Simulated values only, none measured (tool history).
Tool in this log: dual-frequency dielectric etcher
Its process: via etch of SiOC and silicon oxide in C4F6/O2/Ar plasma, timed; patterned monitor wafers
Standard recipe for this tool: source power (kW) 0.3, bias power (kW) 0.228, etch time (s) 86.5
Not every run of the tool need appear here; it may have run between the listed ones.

run,hour,source power (kW),bias power (kW),etch time (s),wafers since the last listed run,hours since the last wet clean,hours since the last source power generator calibration,hours since the last bias power generator calibration,hours since the last upper electrode change,hours since the gauge calibration,"read-back reference wafer on the same gauge, depth_nm",mean etch depth across the wafer (nm)
1,0,0.3,0.228,86.5,0,532.9,3531.8,2068.7,3815.6,229.3,95.1,92.8
# hour 68.4: wet clean of the chamber
2,68.9,0.3,0.228,86.5,392,0.5,3600.7,2137.6,3884.5,298.2,94.9,91.7
3,126,0.3,0.228,86.5,498,57.6,3657.8,2194.7,3941.6,355.3,94.6,91.4
4,170.7,0.3,0.228,86.5,390,102.3,3702.5,2239.4,3986.3,400,94.1,92.3
5,223.5,0.3,0.228,86.5,461,155.1,3755.3,2292.2,4039.1,452.8,94.5,90.9
6,277.1,0.3,0.228,86.5,468,208.7,3808.9,2345.8,4092.7,506.4,94.5,91.5
7,335.3,0.3,0.228,96,508,266.9,3867.1,2404,4150.9,564.6,94.1,102.1
8,363.2,0.3,0.228,96,243,294.8,3895,2431.9,4178.8,592.5,94.1,101.1
# hour 376.5: source power generator calibrated
9,389.3,0.3,0.228,86.5,193,320.9,12.8,2458,4204.9,618.6,94.6,91.9
10,455.8,0.3,0.251,86.5,581,387.4,79.3,2524.5,4271.4,685.1,94.1,93.9
# hour 514.9: upper electrode replaced
11,518.1,0.3,0.248,86.5,334,449.7,141.6,2586.8,3.2,747.4,93.9,92.8
12,558.5,0.3,0.207,102.5,352,490.1,182,2627.2,43.6,787.8,94,103.4
# hour 563.9: bias power generator calibrated
# hour 593.3: wet clean of the chamber
# hour 622: gauge calibrated
13,628.1,0.37,0.271,86.5,363,34.8,251.6,64.2,113.2,6.1,96.6,106.4
14,682.4,0.3,0.228,86.5,474,89.1,305.9,118.5,167.5,60.4,96.3,92.5
15,716.1,0.25,0.228,96,294,122.8,339.6,152.2,201.2,94.1,96,96.5
16,745.2,0.35,0.187,95,254,151.9,368.7,181.3,230.3,123.2,95.8,101.2
17,807.6,0.3,0.251,86.5,545,214.3,431.1,243.7,292.7,185.6,95.4,94.2
18,870.1,0.26,0.173,102,546,276.8,493.6,306.2,355.2,248.1,95,93.5
19,928.5,0.3,0.228,86.5,510,335.2,552,364.6,413.6,306.5,94.8,91.2

Give the tool's hidden conditions for every run:
etch rate over this chamber's usual, %: 0, the same for each run
source power that arrives over what is set, %: 0, the same for each run
bias power that arrives over what is set, %: 0, the same for each run
H1: gauge reads high (%)
run,H1
1,-1.75
2,-2.05
3,-2.24
4,-2.36
5,-2.48
6,-2.58
7,-2.67
8,-2.7
9,-2.73
10,-2.79
11,-2.83
12,-2.86
13,-0.018
14,-0.619
15,-0.931
16,-1.17
17,-1.59
18,-1.92
19,-2.16
